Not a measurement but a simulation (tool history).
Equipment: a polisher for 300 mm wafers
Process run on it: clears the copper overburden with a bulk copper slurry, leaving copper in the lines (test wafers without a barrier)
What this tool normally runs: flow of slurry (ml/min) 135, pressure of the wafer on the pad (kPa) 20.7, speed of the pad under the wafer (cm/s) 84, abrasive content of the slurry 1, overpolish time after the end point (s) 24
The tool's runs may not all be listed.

run     day  flow of slurry (ml/min)  pressure of the wafer on the pad (kPa)  speed of the pad under the wafer (cm/s)  abrasive content of the slurry  overpolish time after the end point (s)  wafers since the last listed run  wafers polished on this pad  hours since the slurry nozzle was cleaned  hours since the head pressure was calibrated  hours since the slurry blender was calibrated  incoming thickness of the incoming film, nm  time until the end point was called (s)  dishing of a wide line in a test structure (angstrom)
  1       0                      135                                    20.7                                       84                            1.15                                       24                                 0                           28                                      529.4                                         414.5                                          357.3                                       1009.8                                     89.7                                                   1102
  2   0.533                      135                                    20.7                                       84                            1.15                                       24                               112                          140                                      542.2                                         427.3                                          370.1                                          996                                     92.4                                                   1088
  3   1.238                      135                                    20.7                                       60                               1                                       24                               148                          288                                      559.1                                         444.2                                            387                                        996.1                                    122.8                                                    927
  4     1.7                      135                                    20.7                                       60                               1                                       24                                97                          386                                      570.2                                         455.3                                          398.1                                       1004.9                                      126                                                    928
  5    2.45                      135                                    20.7                                       84                             1.1                                       24                               157                          544                                      588.2                                         473.3                                          416.1                                       1008.6                                    104.7                                                   1038
      2.792  -- worn pad replaced by a new one
  6   2.812                      135                                    20.7                                       84                               1                                       24                                41                            4                                      596.9                                           482                                          424.8                                        996.4                                     93.8                                                   1070
  7   3.167                      135                                    20.7                                       84                            0.95                                       24                                74                           79                                      605.4                                         490.5                                          433.3                                       1000.8                                     96.4                                                   1101
  8   3.771                      135                                    20.7                                       84                            0.95                                       24                               127                          206                                      619.9                                           505                                          447.8                                       1011.6                                     98.1                                                   1056
      4.221  -- slurry blender recalibrated
  9   4.412                      135                                    20.7                                       84                             0.9                                       24                               117                          324                                      635.3                                         520.4                                            4.6                                       1024.3                                    105.5                                                   1035
 10     4.7                      135                                    20.7                                       84                             0.9                                       24                                60                          384                                      642.2                                         527.3                                           11.5                                         1011                                      108                                                    998
 11   5.367                      135                                    20.7                                       84                             0.9                                       24                               140                          525                                      658.2                                         543.3                                           27.5                                       1007.6                                    107.7                                                    977
      5.683  -- worn pad replaced by a new one
 12    5.85                      135                                    20.7                                       84                               1                                       24                                66                           34                                      669.8                                         554.9                                           39.1                                        994.8                                       91                                                   1080
        6.1  -- head pressure recalibrated
 13   6.304                      105                                    22.8                                       84                             1.2                                       19                                78                          112                                      680.7                                           4.9                                             50                                       1004.7                                     89.3                                                   1031
 14   6.612                      115                                    20.7                                       84                               1                                       24                                64                          177                                      688.1                                          12.3                                           57.4                                       1008.2                                    102.3                                                   1021
 15   7.138                      160                                    20.7                                       84                            1.15                                       24                               110                          288                                      700.7                                          24.9                                             70                                       1031.8                                       95                                                   1037
 16   7.604                      115                                    13.8                                       74                             0.9                                       24                                98                          386                                      711.9                                          36.1                                           81.2                                       1020.2                                    183.5                                                    692
      8.142  -- slurry nozzle cleaned
 17   8.196                      115                                    24.1                                      108                             0.8                                       24                               115                          502                                        1.3                                          50.3                                           95.4                                       1028.3                                     85.8                                                   1200
 18   8.467                      135                                    20.7                                       84                             1.3                                       24                                57                          559                                        7.8                                          56.8                                          101.9                                       1011.7                                       99                                                   1021
      8.771  -- worn pad replaced by a new one
 19     9.2                      165                                    26.9                                       84                            0.75                                       24                               119                           90                                       25.4                                          74.4                                          119.5                                        998.2                                     76.9                                                   1226
 20   9.738                      135                                    20.7                                       84                               1                                       24                               113                          203                                       38.3                                          87.3                                          132.4                                          997                                     97.6                                                   1048
 21  10.221                      135                                    20.7                                       84                               1                                       24                               101                          305                                       49.9                                          98.9                                            144                                       1001.9                                     96.4                                                   1032
 22  10.858                      135                                    20.7                                       84                               1                                       24                               134                          440                                       65.2                                         114.2                                          159.3                                       1013.2                                    102.7                                                   1024
 23  11.558                      135                                    20.7                                       84                               1                                       24                               147                          587                                         82                                           131                                          176.1                                         1008                                    107.7                                                   1040
     11.896  -- worn pad replaced by a new one
 24  11.917                      135                                    20.7                                      104                               1                                       24                                40                            4                                       90.6                                         139.6                                          184.7                                        999.4                                     80.5                                                   1183

4 options for the next run, each taken on its own from the tool as it stands now. Forecast them:
  A  11.938                      135                                    20.7                                       84                               1                                       13                                 4                            8                                       91.1                                         140.1                                          185.2                                       1026.9                                        ?                                                      ?
  B  11.938                      135                                    22.8                                      112                               1                                       24                                 4                            8                                       91.1                                         140.1                                          185.2                                       1026.9                                        ?                                                      ?
  C  11.938                      120                                    14.5                                       84                               1                                       24                                 4                            8                                       91.1                                         140.1                                          185.2                                       1026.9                                        ?                                                      ?
  D  11.938                      155                                    23.4                                       84                               1                                       24                                 4                            8                                       91.1                                         140.1                                          185.2                                       1026.9                                        ?                                                      ?

run  time until the end point was called (s)  dishing of a wide line in a test structure (angstrom)
  A                                     94.6                                                    744
  B                                     70.1                                                   1290
  C                                    138.7                                                    831
  D                                     81.3                                                   1211
What these runs would have given with no unlogged condition in the tool:
run  time until the end point was called (s)  dishing of a wide line in a test structure (angstrom)
  A                                     94.4                                                    746
  B                                       70                                                   1292
  C                                    138.3                                                    832
  D                                     81.1                                                   1213
